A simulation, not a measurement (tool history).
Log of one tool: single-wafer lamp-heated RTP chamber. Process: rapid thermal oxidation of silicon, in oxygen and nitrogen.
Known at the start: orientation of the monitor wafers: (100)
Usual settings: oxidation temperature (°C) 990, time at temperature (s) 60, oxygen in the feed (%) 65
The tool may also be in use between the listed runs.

| run | hour | oxidation temperature (°C) | time at temperature (s) | oxygen in the feed (%) | read-back reference wafer on the same gauge, thickness | oxide thickness on the monitor wafer (nm) |
|---|---|---|---|---|---|---|
| 1 | 0.0 | 990 | 60 | 65 | 4.530 | 5.054 |
| 2 | 6.7 | 990 | 60 | 65 | 4.531 | 5.059 |
| 3 | 15.7 | 990 | 60 | 65 | 4.530 | 5.077 |
| 4 | 24.8 | 990 | 60 | 65 | 4.530 | 5.089 |
| 5 | 41.5 | 966 | 60 | 65 | 4.530 | 4.309 |
| 6 | 56.1 | 966 | 60 | 65 | 4.530 | 4.308 |
| 7 | 72.8 | 966 | 60 | 65 | 4.530 | 4.329 |
|  | 89.6 | pyrometer window cleaned and pyrometer calibrated |
|  | 95.9 | oxygen flow controller replaced |
| 8 | 96.4 | 990 | 60 | 76 | 4.530 | 5.275 |
| 9 | 98.1 | 990 | 60 | 65 | 4.530 | 5.002 |
|  | 100.3 | gauge calibrated |
| 10 | 110.7 | 969 | 60 | 65 | 4.529 | 4.320 |
| 11 | 125.3 | 969 | 34 | 75 | 4.531 | 3.623 |

The next listed run, before its measurement:
| 12 | 177.3 | 990 | 60 | 83 | ? | ? |

Run 12 gave read-back reference wafer on the same gauge, thickness 4.530, oxide thickness on the monitor wafer (nm) 5.429.
Without the tool's hidden state the same run would have given oxide thickness on the monitor wafer (nm) 5.407.
